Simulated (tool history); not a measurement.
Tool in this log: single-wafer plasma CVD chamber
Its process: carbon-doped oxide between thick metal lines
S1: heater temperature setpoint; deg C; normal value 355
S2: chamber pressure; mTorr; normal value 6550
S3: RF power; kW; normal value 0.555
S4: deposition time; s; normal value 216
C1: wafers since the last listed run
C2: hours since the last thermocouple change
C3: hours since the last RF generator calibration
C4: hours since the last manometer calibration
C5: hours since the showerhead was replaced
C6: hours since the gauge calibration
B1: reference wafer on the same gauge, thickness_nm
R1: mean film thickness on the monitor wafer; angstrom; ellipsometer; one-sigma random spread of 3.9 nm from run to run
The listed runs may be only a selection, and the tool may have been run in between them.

run   hour   S1    S2     S3   S4    C1     C2      C3      C4      C5     C6        B1        R1
  1      0  355  6550  0.555  216     0  531.1  1897.4  2536.3  2220.9  148.7  1118.846  11940.95
  2  167.7  355  6550  0.555  216  1676  698.8  2065.1    2704  2388.6  316.4  1119.398  11893.81
  3  221.5  355  6550  0.555  216   537  752.6  2118.9  2757.8  2442.4  370.2  1119.902  11895.81
     275.4  -- thermocouple changed; heater temperature recalibrated
  4  292.2  355  6550  0.555  216   626   16.8  2189.6  2828.5  2513.1  440.9  1118.632  12151.54
     338.1  -- gauge calibrated
  5  360.9  355  6550  0.555  216   686   85.5  2258.3  2897.2  2581.8   22.8   1120.51  12090.23
     376.9  -- RF generator calibrated
     379.5  -- capacitance manometer re-zeroed and calibrated
  6  392.7  355  6550  0.555  216   211  117.3    15.8    13.2  2613.6   54.6  1118.852  12064.67
  7  457.5  355  6550  0.555  216   647  182.1    80.6      78  2678.4  119.4  1120.306  12010.24
     480.2  -- showerhead replaced
  8  519.2  355  6550  0.555  216   536  243.8   142.3   139.7      39  181.1  1120.659  11986.54
  9  573.1  355  6550  0.555  216   538  297.7   196.2   193.6    92.9    235  1122.143  12006.17

Predict the results of run 10:
 10   631  347  5860  0.595  239  578  355.6  254.1  251.5  150.8  292.9   ?   ?

B1: 1120.46
R1: 14240.03 angstrom
With no hidden state in the tool, this same run would have given R1 14379.55 angstrom.
